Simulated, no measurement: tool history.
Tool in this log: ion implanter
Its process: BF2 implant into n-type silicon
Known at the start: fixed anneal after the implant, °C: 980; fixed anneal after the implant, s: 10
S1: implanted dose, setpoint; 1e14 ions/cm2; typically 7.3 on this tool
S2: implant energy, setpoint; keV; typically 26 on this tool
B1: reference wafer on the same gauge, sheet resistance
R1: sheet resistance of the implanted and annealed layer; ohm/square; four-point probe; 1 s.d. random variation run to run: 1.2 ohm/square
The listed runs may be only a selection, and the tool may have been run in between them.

| run | hour | S1 | S2 | B1 | R1 |
|---|---|---|---|---|---|
| 1 | 0 | 5.91 | 26 | 225.4 | 252.75 |
| 2 | 25.9 | 5.91 | 26 | 225.41 | 254.65 |
| 3 | 76.8 | 5.91 | 26 | 225.22 | 253.85 |
| 4 | 146.1 | 7.95 | 26 | 225.62 | 228.08 |
| 5 | 209.7 | 7.95 | 26 | 225.69 | 225.74 |
| 6 | 250.2 | 7.3 | 31.5 | 225.81 | 213.97 |
| 7 | 301.5 | 7.3 | 31.5 | 225.64 | 214.29 |
| 8 | 360.4 | 8.79 | 30.5 | 225.61 | 204.87 |
|  | 372 | gauge calibrated |
| 9 | 477.4 | 7.3 | 26 | 219.7 | 227.1 |
|  | 487.5 | extraction supply calibrated |
| 10 | 501.8 | 8.74 | 26 | 220.16 | 214.55 |
| 11 | 539 | 7.3 | 31.5 | 220.65 | 208.86 |
| 12 | 598.7 | 8.79 | 30.5 | 221.5 | 199.04 |
| 13 | 628.4 | 5.17 | 30 | 221.85 | 257.43 |
| 14 | 688.8 | 9.43 | 33.5 | 222.36 | 187.23 |
| 15 | 737.9 | 7.3 | 26 | 222.55 | 228.1 |
|  | 760.2 | Faraday cup replaced and dose calibrated |
| 16 | 794.7 | 7.3 | 31.5 | 222.86 | 211.9 |
| 17 | 830.1 | 8.04 | 35 | 223.22 | 194.79 |
| 18 | 862.4 | 8.91 | 17.5 | 223.53 | 269.12 |
| 19 | 906.4 | 6.34 | 26 | 223.68 | 243.86 |
| 20 | 966.1 | 8.59 | 23.5 | 223.76 | 232.03 |

Measured minus without-hidden-state, run by run (identical run-to-run variation in each term; gauge scatter may differ):
Hidden conditions of the tool in this case: deviation of the true dose from the Faraday cup's reading, %; deviation of the true energy from its setpoint, %; gauge reads high (%).
| run | R1 |
|---|---|
| 1 | +8.01 |
| 2 | +8.14 |
| 3 | +8.24 |
| 4 | +7.54 |
| 5 | +7.56 |
| 6 | +7.21 |
| 7 | +7.28 |
| 8 | +7.01 |
| 9 | +1.76 |
| 10 | +2.03 |
| 11 | +2.46 |
| 12 | +3.01 |
| 13 | +4.24 |
| 14 | +3.56 |
| 15 | +4.74 |
| 16 | +4.77 |
| 17 | +4.56 |
| 18 | +6.5 |
| 19 | +6.12 |
| 20 | +6.08 |
